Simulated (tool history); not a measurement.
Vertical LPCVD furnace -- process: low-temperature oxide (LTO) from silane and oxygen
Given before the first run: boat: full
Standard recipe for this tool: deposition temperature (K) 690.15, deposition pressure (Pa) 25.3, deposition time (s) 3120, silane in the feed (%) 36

run,hour,deposition temperature (K),deposition pressure (Pa),deposition time (s),silane in the feed (%),"read-back reference wafer on the same gauge, thickness",film thickness on the monitor wafer in the middle of the boat (Å)
1,0,690.15,25.3,3120,36,428.14,3561.6
2,19.8,690.15,25.3,3120,36,428,3553.2
3,34.4,690.15,25.3,3120,36,428.18,3552.9
4,48.8,690.15,25.3,3120,36,427.76,3565.7
# hour 74.9: silane flow controller replaced
5,75.4,690.15,25.3,3120,36,428.15,3754.5
6,80.2,690.15,25.3,3120,36,427.91,3736.4
7,94,690.15,22,3120,36,427.95,3263.3
8,113.6,690.15,22,3120,36,428.09,3261.8
9,125.2,690.15,22,3120,36,427.9,3250.4
10,145.1,690.15,25.3,3120,36,427.98,3742
11,164.3,696.15,25.3,3120,36,428.17,3991.2
12,173.7,696.15,25.3,3120,36,427.97,3985.4
13,189.5,695.15,25.3,3120,36,428,3955
14,208.8,690.15,25.3,3120,36,428.24,3735.6
# hour 208.8: gauge calibrated
15,217.1,698.15,20.7,4020,36,427.94,4282.3
16,235.9,690.15,25.3,3570,42,428.24,5117.1
17,256.2,690.15,27.3,3120,36,428.09,4036.8
18,271.7,690.15,25.3,3120,40,428.08,4246.8
# hour 312.8: thermocouples replaced and temperature profile calibrated
# hour 325.2: pressure gauge zeroed
19,325.7,690.15,20.7,2580,29,428.17,1879.2
20,330.5,690.15,22,4080,33,427.88,3791.5
21,335.4,683.15,25.3,3120,38,427.73,3702.2
22,340.2,695.15,25.3,4350,36,428.15,5505.7
23,345,690.15,25.3,4260,36,427.92,5102.6
24,356.6,694.15,25.3,3120,31,427.81,3206.1
25,372.5,690.15,25.3,3120,36,428.01,3743.5
26,382.3,694.15,28.7,3120,41,428.05,5131.1

Run 27, settings as shown, results not yet in. Your forecast:
27,396.9,690.15,25.3,3120,36,?,?

read-back reference wafer on the same gauge, thickness: 428.07
film thickness on the monitor wafer in the middle of the boat (Å): 3726.9
With no hidden state in the tool, this same run would have given film thickness on the monitor wafer in the middle of the boat (Å) 3726.2.

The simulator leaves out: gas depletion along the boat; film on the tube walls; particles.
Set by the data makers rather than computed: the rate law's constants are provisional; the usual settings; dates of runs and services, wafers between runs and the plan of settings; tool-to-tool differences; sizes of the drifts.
